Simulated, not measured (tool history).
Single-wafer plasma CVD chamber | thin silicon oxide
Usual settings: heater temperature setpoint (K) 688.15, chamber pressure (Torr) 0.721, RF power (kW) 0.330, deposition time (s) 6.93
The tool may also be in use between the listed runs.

run	day	heater temperature setpoint (K)	chamber pressure (Torr)	RF power (kW)	deposition time (s)	read-back reference wafer on the same gauge, thickness_nm	mean film thickness on the monitor wafer (nm)
1	0.000	688.15	0.721	0.300	7.96	13.593	14.220
2	1.117	688.15	0.721	0.300	7.96	13.605	14.219
3	2.429	688.15	0.648	0.330	6.65	13.602	11.418
4	3.788	688.15	0.648	0.330	6.65	13.591	11.437
5	4.725	681.15	0.721	0.330	6.93	13.596	13.213
6	6.179	688.15	0.721	0.330	6.04	13.602	11.536
# day 6.950: thermocouple changed; heater temperature recalibrated
# day 7.046: RF generator calibrated
# day 7.246: capacitance manometer re-zeroed and calibrated
7	7.267	688.15	0.721	0.330	6.04	13.610	10.995
8	7.596	688.15	0.721	0.330	6.93	13.587	12.668
9	9.079	688.15	0.721	0.330	6.93	13.601	12.674
10	9.821	688.15	0.721	0.330	6.25	13.599	11.423
11	10.717	688.15	0.721	0.330	7.45	13.598	13.620
12	11.675	688.15	0.721	0.330	6.93	13.595	12.615
# day 12.379: showerhead replaced
13	12.454	684.15	0.587	0.350	5.94	13.602	9.191
14	13.717	688.15	0.721	0.355	6.93	13.597	13.201
15	14.829	681.15	0.574	0.330	6.93	13.595	10.183
16	15.483	681.15	0.574	0.330	6.93	13.594	10.125

Forecast run 17:
# day 17.083: gauge calibrated
17	18.733	674.15	0.811	0.330	7.28	?	?

{"run 17": {"read-back reference wafer on the same gauge, thickness_nm": 13.601, "mean film thickness on the monitor wafer (nm)": 14.886}}
Without the tool's hidden state the same run would have given mean film thickness on the monitor wafer (nm) 14.848.
